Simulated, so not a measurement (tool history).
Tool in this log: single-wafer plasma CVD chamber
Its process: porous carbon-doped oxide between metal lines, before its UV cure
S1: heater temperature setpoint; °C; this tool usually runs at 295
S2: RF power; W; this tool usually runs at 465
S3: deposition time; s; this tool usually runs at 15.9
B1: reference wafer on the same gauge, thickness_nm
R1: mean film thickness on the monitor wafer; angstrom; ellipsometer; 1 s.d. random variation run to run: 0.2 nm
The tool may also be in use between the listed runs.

run	hour	S1	S2	S3	B1	R1
1	0	295	400	15.9	78.478	801.17
2	66.6	295	400	15.9	78.542	801.91
3	112.1	295	400	15.9	78.497	800
4	150.3	295	465	13.9	78.535	794.59
# hour 182.5: gauge calibrated
5	212.2	295	465	13.9	78.451	792.82
6	279.4	295	465	13.9	78.518	793.86
7	374.9	298	465	14.4	78.493	804.15
8	444.8	298	465	14.4	78.549	801.39
# hour 481.8: showerhead replaced
9	496.7	298	465	14.4	78.589	803.34
# hour 514.9: RF generator calibrated
# hour 516.6: thermocouple changed; heater temperature recalibrated
10	597.4	295	505	14.4	78.523	868.11
11	667.1	295	465	15.9	78.535	901.65
12	743	295	465	15.9	78.494	902.91
# hour 744.4: gauge calibrated
13	791.3	305	505	14.6	78.528	824.47
14	881.1	295	465	15.9	78.575	903.82
15	931.3	306	525	17.4	78.538	997.09
16	1002.5	288	525	18.1	78.481	1167.09
17	1060.3	295	465	18.4	78.466	1035.25
18	1133.6	295	465	15.9	78.586	903.08

Branching from run 18: 3 alternative next runs. What would each branch give?
A	1134	295	505	15.9	?	?
B	1134	282	400	14.4	?	?
C	1134	284	440	18.8	?	?

run	B1	R1
A	78.493	956.29
B	78.493	796.84
C	78.493	1097.43
What these runs would have given with no unlogged condition in the tool:
run	R1
A	956.29
B	796.84
C	1097.43
